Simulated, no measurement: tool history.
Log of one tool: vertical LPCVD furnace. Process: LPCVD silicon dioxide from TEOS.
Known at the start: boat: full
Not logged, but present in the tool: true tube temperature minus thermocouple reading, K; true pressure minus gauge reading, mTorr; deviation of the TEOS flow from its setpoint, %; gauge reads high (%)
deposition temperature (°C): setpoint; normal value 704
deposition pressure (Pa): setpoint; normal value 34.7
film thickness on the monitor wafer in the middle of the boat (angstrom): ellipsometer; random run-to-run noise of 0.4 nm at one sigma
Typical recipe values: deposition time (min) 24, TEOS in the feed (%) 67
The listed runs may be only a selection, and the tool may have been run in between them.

run,hour,deposition temperature (°C),deposition pressure (Pa),deposition time (min),TEOS in the feed (%),wafers since the last listed run,hours since the last temperature calibration,hours since the pressure gauge was zeroed,hours since the TEOS flow controller was replaced,hours since the gauge calibration,"read-back reference wafer on the same gauge, thickness",film thickness on the monitor wafer in the middle of the boat (angstrom)
1,0,704,34.7,24,67,0,1912.9,4619.8,4533.1,189,210.03,2039.7
2,12.9,704,34.7,24,67,184,1925.8,4632.7,4546,201.9,210,2039
3,39.3,704,34.7,24,67,377,1952.2,4659.1,4572.4,228.3,209.98,2037.3
4,45.4,704,34.7,24,67,87,1958.3,4665.2,4578.5,234.4,209.97,2044.2
5,60.4,704,34.7,24,67,214,1973.3,4680.2,4593.5,249.4,210.07,2042.1
6,69.6,704,34.7,24,67,131,1982.5,4689.4,4602.7,258.6,209.97,2036.5
# hour 94.7: TEOS flow controller replaced
7,95.2,704,34.7,24,67,22,2008.1,4715,0.5,284.2,210.06,2037.3
8,98.7,704,34.7,24,67,50,2011.6,4718.5,4,287.7,210.04,2036.9
9,113.8,704,34.7,24,67,216,2026.7,4733.6,19.1,302.8,209.97,2040.7
10,120.1,704,34.7,24,67,90,2033,4739.9,25.4,309.1,209.93,2048.3
11,130.1,704,34.7,24,67,143,2043,4749.9,35.4,319.1,209.94,2041.8
# hour 159.8: thermocouples replaced and temperature profile calibrated
12,160.3,700,40,24,67,88,0.5,4780.1,65.6,349.3,209.94,1855.7
13,163.9,708,40,14.5,80,51,4.1,4783.7,69.2,352.9,209.96,1473.1
14,167.4,693,34.7,15,57,50,7.6,4787.2,72.7,356.4,210.03,843.4
15,170.9,704,38.7,24,74,50,11.1,4790.7,76.2,359.9,210.05,2098.7
16,177.1,704,34.7,24,67,88,17.3,4796.9,82.4,366.1,210.01,1895.7
# hour 203.5: gauge calibrated
# hour 209.3: pressure gauge zeroed
17,209.8,696,34.7,24,62,124,50,0.5,115.1,6.3,209.98,1521.8
18,213.3,704,34.7,29.5,64,50,53.5,4,118.6,9.8,209.94,2292
19,216.8,704,34.7,31.5,78,50,57,7.5,122.1,13.3,210.01,2712.7
20,226.1,704,34.7,24,67,133,66.3,16.8,131.4,22.6,209.98,1919.2
21,241.6,709,34.7,24,67,221,81.8,32.3,146.9,38.1,210,2153
22,257,704,34.7,32,67,220,97.2,47.7,162.3,53.5,210,2554.6
23,267.7,704,34.7,24,67,153,107.9,58.4,173,64.2,210.03,1916.5
24,283.4,704,34.7,32.5,67,224,123.6,74.1,188.7,79.9,209.96,2606
25,294.1,700,27.3,17,67,153,134.3,84.8,199.4,90.6,210.01,1104.9

What if the next run were any one of these 3? Each begins from the tool's condition after run 25:
A,297.7,704,34.7,24,67,51,137.9,88.4,203,94.2,?,?
B,297.7,704,40,24,76,51,137.9,88.4,203,94.2,?,?
C,297.7,704,27.3,27,67,51,137.9,88.4,203,94.2,?,?

run,"read-back reference wafer on the same gauge, thickness",film thickness on the monitor wafer in the middle of the boat (angstrom)
A,209.99,1926.4
B,209.99,2203.8
C,209.99,1924.3
Without the tool's unlogged condition, the same runs would have read:
run,film thickness on the monitor wafer in the middle of the boat (angstrom)
A,1842.4
B,2107.8
C,1840.4

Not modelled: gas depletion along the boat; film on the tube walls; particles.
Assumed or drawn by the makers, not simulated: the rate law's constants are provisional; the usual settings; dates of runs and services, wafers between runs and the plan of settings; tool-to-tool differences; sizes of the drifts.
